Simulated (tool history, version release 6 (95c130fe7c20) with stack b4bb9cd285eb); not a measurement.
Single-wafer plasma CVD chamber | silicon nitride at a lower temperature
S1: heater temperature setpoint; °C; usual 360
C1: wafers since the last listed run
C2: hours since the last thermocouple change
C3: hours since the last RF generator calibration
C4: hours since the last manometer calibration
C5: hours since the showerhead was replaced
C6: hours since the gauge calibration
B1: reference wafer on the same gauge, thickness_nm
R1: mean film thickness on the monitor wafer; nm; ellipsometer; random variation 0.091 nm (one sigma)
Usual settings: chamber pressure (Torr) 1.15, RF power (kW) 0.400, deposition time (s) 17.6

run 1 hour=0.0 | S1=360 chamber_pressure_(Torr)=1.15 RF_power_(kW)=0.400 deposition_time_(s)=17.6 | C1=0 C2=654.8 C3=1586.8 C4=377.4 C5=2149.0 C6=981.7 | B1=17.628 | R1=21.370
run 2 hour=61.6 | S1=360 chamber_pressure_(Torr)=1.15 RF_power_(kW)=0.400 deposition_time_(s)=17.6 | C1=2297 C2=716.4 C3=1648.4 C4=439.0 C5=2210.6 C6=1043.3 | B1=17.611 | R1=21.290
run 3 hour=293.5 | S1=360 chamber_pressure_(Torr)=1.15 RF_power_(kW)=0.400 deposition_time_(s)=17.6 | C1=8649 C2=948.3 C3=1880.3 C4=670.9 C5=2442.5 C6=1275.2 | B1=17.583 | R1=21.371
run 4 hour=369.7 | S1=360 chamber_pressure_(Torr)=1.15 RF_power_(kW)=0.400 deposition_time_(s)=15.7 | C1=2842 C2=1024.5 C3=1956.5 C4=747.1 C5=2518.7 C6=1351.4 | B1=17.553 | R1=18.864
run 5 hour=409.6 | S1=360 chamber_pressure_(Torr)=1.15 RF_power_(kW)=0.400 deposition_time_(s)=15.7 | C1=1488 C2=1064.4 C3=1996.4 C4=787.0 C5=2558.6 C6=1391.3 | B1=17.549 | R1=18.992
run 6 hour=498.5 | S1=360 chamber_pressure_(Torr)=1.15 RF_power_(kW)=0.400 deposition_time_(s)=17.6 | C1=3315 C2=1153.3 C3=2085.3 C4=875.9 C5=2647.5 C6=1480.2 | B1=17.542 | R1=21.189
run 7 hour=569.1 | S1=360 chamber_pressure_(Torr)=1.15 RF_power_(kW)=0.400 deposition_time_(s)=17.6 | C1=2633 C2=1223.9 C3=2155.9 C4=946.5 C5=2718.1 C6=1550.8 | B1=17.511 | R1=21.203
run 8 hour=670.7 | S1=360 chamber_pressure_(Torr)=1.27 RF_power_(kW)=0.400 deposition_time_(s)=14.9 | C1=3789 C2=1325.5 C3=2257.5 C4=1048.1 C5=2819.7 C6=1652.4 | B1=17.506 | R1=18.669
run 9 hour=721.6 | S1=360 chamber_pressure_(Torr)=1.27 RF_power_(kW)=0.400 deposition_time_(s)=14.9 | C1=1898 C2=1376.4 C3=2308.4 C4=1099.0 C5=2870.6 C6=1703.3 | B1=17.478 | R1=18.564
-- hour=748.9 gauge calibrated
-- hour=787.4 RF generator calibrated
run 10 hour=795.8 | S1=360 chamber_pressure_(Torr)=1.15 RF_power_(kW)=0.400 deposition_time_(s)=17.6 | C1=2469 C2=1450.6 C3=8.4 C4=1173.2 C5=2944.8 C6=46.9 | B1=17.770 | R1=21.422
run 11 hour=841.0 | S1=360 chamber_pressure_(Torr)=1.15 RF_power_(kW)=0.400 deposition_time_(s)=17.6 | C1=1685 C2=1495.8 C3=53.6 C4=1218.4 C5=2990.0 C6=92.1 | B1=17.739 | R1=21.432
-- hour=890.6 thermocouple changed; heater temperature recalibrated
run 12 hour=938.6 | S1=360 chamber_pressure_(Torr)=1.15 RF_power_(kW)=0.400 deposition_time_(s)=17.6 | C1=3342 C2=48.0 C3=151.2 C4=1316.0 C5=3087.6 C6=189.7 | B1=17.723 | R1=21.463
-- hour=963.8 showerhead replaced
run 13 hour=1008.7 | S1=360 chamber_pressure_(Torr)=1.15 RF_power_(kW)=0.400 deposition_time_(s)=17.6 | C1=2316 C2=118.1 C3=221.3 C4=1386.1 C5=44.9 C6=259.8 | B1=17.719 | R1=21.365
run 14 hour=1078.7 | S1=360 chamber_pressure_(Torr)=1.15 RF_power_(kW)=0.400 deposition_time_(s)=17.6 | C1=2610 C2=188.1 C3=291.3 C4=1456.1 C5=114.9 C6=329.8 | B1=17.703 | R1=21.400
-- hour=1198.9 capacitance manometer re-zeroed and calibrated
run 15 hour=1348.9 | S1=370 chamber_pressure_(Torr)=0.98 RF_power_(kW)=0.400 deposition_time_(s)=17.6 | C1=9780 C2=458.3 C3=561.5 C4=150.0 C5=385.1 C6=600.0 | B1=17.640 | R1=20.176
run 16 hour=1410.4 | S1=364 chamber_pressure_(Torr)=1.15 RF_power_(kW)=0.465 deposition_time_(s)=19.4 | C1=2293 C2=519.8 C3=623.0 C4=211.5 C5=446.6 C6=661.5 | B1=17.638 | R1=25.724
run 17 hour=1456.4 | S1=360 chamber_pressure_(Torr)=1.15 RF_power_(kW)=0.400 deposition_time_(s)=17.6 | C1=1715 C2=565.8 C3=669.0 C4=257.5 C5=492.6 C6=707.5 | B1=17.627 | R1=21.364
run 18 hour=1507.1 | S1=360 chamber_pressure_(Torr)=1.15 RF_power_(kW)=0.370 deposition_time_(s)=17.6 | C1=1891 C2=616.5 C3=719.7 C4=308.2 C5=543.3 C6=758.2 | B1=17.605 | R1=20.310
run 19 hour=1602.6 | S1=354 chamber_pressure_(Torr)=0.95 RF_power_(kW)=0.380 deposition_time_(s)=15.2 | C1=3562 C2=712.0 C3=815.2 C4=403.7 C5=638.8 C6=853.7 | B1=17.600 | R1=16.772
run 20 hour=1667.6 | S1=360 chamber_pressure_(Torr)=1.15 RF_power_(kW)=0.400 deposition_time_(s)=17.6 | C1=2424 C2=777.0 C3=880.2 C4=468.7 C5=703.8 C6=918.7 | B1=17.583 | R1=21.296
run 21 hour=1768.5 | S1=360 chamber_pressure_(Torr)=0.91 RF_power_(kW)=0.350 deposition_time_(s)=17.6 | C1=3763 C2=877.9 C3=981.1 C4=569.6 C5=804.7 C6=1019.6 | B1=17.559 | R1=18.013
run 22 hour=1876.3 | S1=360 chamber_pressure_(Torr)=1.15 RF_power_(kW)=0.400 deposition_time_(s)=17.6 | C1=4020 C2=985.7 C3=1088.9 C4=677.4 C5=912.5 C6=1127.4 | B1=17.544 | R1=21.205
run 23 hour=1981.7 | S1=360 chamber_pressure_(Torr)=1.23 RF_power_(kW)=0.400 deposition_time_(s)=17.6 | C1=3931 C2=1091.1 C3=1194.3 C4=782.8 C5=1017.9 C6=1232.8 | B1=17.520 | R1=21.651
run 24 hour=2082.4 | S1=365 chamber_pressure_(Torr)=1.00 RF_power_(kW)=0.460 deposition_time_(s)=19.0 | C1=3756 C2=1191.8 C3=1295.0 C4=883.5 C5=1118.6 C6=1333.5 | B1=17.489 | R1=23.669
run 25 hour=2145.5 | S1=356 chamber_pressure_(Torr)=1.43 RF_power_(kW)=0.400 deposition_time_(s)=17.6 | C1=2353 C2=1254.9 C3=1358.1 C4=946.6 C5=1181.7 C6=1396.6 | B1=17.491 | R1=22.852
run 26 hour=2220.2 | S1=360 chamber_pressure_(Torr)=0.96 RF_power_(kW)=0.370 deposition_time_(s)=16.6 | C1=2786 C2=1329.6 C3=1432.8 C4=1021.3 C5=1256.4 C6=1471.3 | B1=17.477 | R1=17.881
run 27 hour=2262.7 | S1=355 chamber_pressure_(Torr)=1.23 RF_power_(kW)=0.475 deposition_time_(s)=20.3 | C1=1585 C2=1372.1 C3=1475.3 C4=1063.8 C5=1298.9 C6=1513.8 | B1=17.465 | R1=27.477
run 28 hour=2326.6 | S1=356 chamber_pressure_(Torr)=0.96 RF_power_(kW)=0.465 deposition_time_(s)=20.0 | C1=2383 C2=1436.0 C3=1539.2 C4=1127.7 C5=1362.8 C6=1577.7 | B1=17.468 | R1=24.599
run 29 hour=2394.3 | S1=360 chamber_pressure_(Torr)=1.15 RF_power_(kW)=0.400 deposition_time_(s)=17.6 | C1=2525 C2=1503.7 C3=1606.9 C4=1195.4 C5=1430.5 C6=1645.4 | B1=17.445 | R1=21.068

Measured less the same run without the tool's hidden state. The same run-to-run variation is in both; the gauge's scatter may not be:
The hidden state here: wafer temperature above the value expected at the setpoint (K); delivered RF power above the setpoint (%); true pressure above the setpoint (%); gauge reads high (%).
run=1 R1=-0.206
run=2 R1=-0.219
run=3 R1=-0.276
run=4 R1=-0.259
run=5 R1=-0.270
run=6 R1=-0.322
run=7 R1=-0.340
run=8 R1=-0.320
run=9 R1=-0.329
run=10 R1=-0.054
run=11 R1=-0.064
run=12 R1=-0.088
run=13 R1=-0.104
run=14 R1=-0.121
run=15 R1=-0.175
run=16 R1=-0.240
run=17 R1=-0.211
run=18 R1=-0.212
run=19 R1=-0.193
run=20 R1=-0.260
run=21 R1=-0.240
run=22 R1=-0.309
run=23 R1=-0.341
run=24 R1=-0.400
run=25 R1=-0.402
run=26 R1=-0.330
run=27 R1=-0.521
run=28 R1=-0.484
run=29 R1=-0.431

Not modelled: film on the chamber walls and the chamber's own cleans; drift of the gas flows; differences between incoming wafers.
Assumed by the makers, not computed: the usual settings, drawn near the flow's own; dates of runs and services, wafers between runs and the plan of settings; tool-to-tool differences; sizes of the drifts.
